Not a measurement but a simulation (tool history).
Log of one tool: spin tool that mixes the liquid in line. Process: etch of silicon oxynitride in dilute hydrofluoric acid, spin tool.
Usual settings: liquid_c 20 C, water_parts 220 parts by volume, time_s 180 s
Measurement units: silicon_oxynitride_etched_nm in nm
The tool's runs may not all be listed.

run,hour,liquid_c,water_parts,time_s,wafers since the last listed run,hours since the thermometer was replaced,hours since the hydrofluoric acid flow meter was replaced,hours since the gauge calibration,"read-back film thickness of the silicon oxynitride reference wafer, read on the same gauge (nm)",silicon_oxynitride_etched_nm
1,0,20,265,180,0,1245,1422.3,584.1,29.975,0.861
2,85.2,20,220,180,803,1330.2,1507.5,669.3,29.982,1.013
3,146.8,20,220,180,580,1391.8,1569.1,730.9,30.034,1.039
4,234.4,20,220,180,826,1479.4,1656.7,818.5,30.032,1.071
5,317.3,20,220,180,781,1562.3,1739.6,901.4,29.993,0.946
6,384.3,20,220,180,631,1629.3,1806.6,968.4,29.989,1.031
7,442.6,20,220,180,549,1687.6,1864.9,1026.7,30.023,1.058
# hour 520: gauge calibrated
8,536.7,20,220,180,887,1781.7,1959,16.7,30.009,1.032
9,614.7,20,245,180,735,1859.7,2037,94.7,30.016,0.898
10,708,20,245,180,879,1953,2130.3,188,29.977,0.908
11,807.3,20,245,180,936,2052.3,2229.6,287.3,30.043,0.963
12,847,20,220,180,374,2092,2269.3,327,29.959,1.006
# hour 849.7: thermometer replaced
13,937,20,220,180,839,87.3,2359.3,417,30.052,1.027
# hour 1140.9: hydrofluoric acid flow meter replaced
14,1242.2,20,265,180,2868,392.5,101.3,722.2,29.994,0.844
15,1346.8,17,260,260,986,497.1,205.9,826.8,29.98,1.075
16,1389.7,17,290,180,404,540,248.8,869.7,30.058,0.637
# hour 1520.7: gauge calibrated
17,1564.9,17,220,180,1652,715.2,424,44.2,29.977,0.908
18,1668.1,20,265,180,973,818.4,527.2,147.4,29.959,0.827
19,1764,18,305,180,904,914.3,623.1,243.3,30.012,0.656
20,1809.7,24,140,105,430,960,668.8,289,29.993,1.246
21,1913.3,20,220,180,977,1063.6,772.4,392.6,30.024,1.024
22,1950,23.5,220,180,346,1100.3,809.1,429.3,30.027,1.168
23,1998.1,22,110,180,453,1148.4,857.2,477.4,29.988,2.583
24,2103.9,22,130,265,997,1254.2,963,583.2,30.007,2.987

Below are 5 alternative next runs, each starting from the tool's condition after run 24. Predict each:
A,2104.4,20,220,180,4,1254.7,963.5,583.7,?,?
B,2104.4,21.5,330,140,4,1254.7,963.5,583.7,?,?
C,2104.4,20,325,145,4,1254.7,963.5,583.7,?,?
D,2104.4,24,220,180,4,1254.7,963.5,583.7,?,?
E,2104.4,20,325,180,4,1254.7,963.5,583.7,?,?

run,"read-back film thickness of the silicon oxynitride reference wafer, read on the same gauge (nm)",silicon_oxynitride_etched_nm
A,29.972,0.995
B,29.972,0.515
C,29.972,0.509
D,29.972,1.191
E,29.972,0.631
Stripped of hidden state, with their random variation kept, the same runs would have yielded:
run,silicon_oxynitride_etched_nm
A,0.995
B,0.515
C,0.509
D,1.191
E,0.631

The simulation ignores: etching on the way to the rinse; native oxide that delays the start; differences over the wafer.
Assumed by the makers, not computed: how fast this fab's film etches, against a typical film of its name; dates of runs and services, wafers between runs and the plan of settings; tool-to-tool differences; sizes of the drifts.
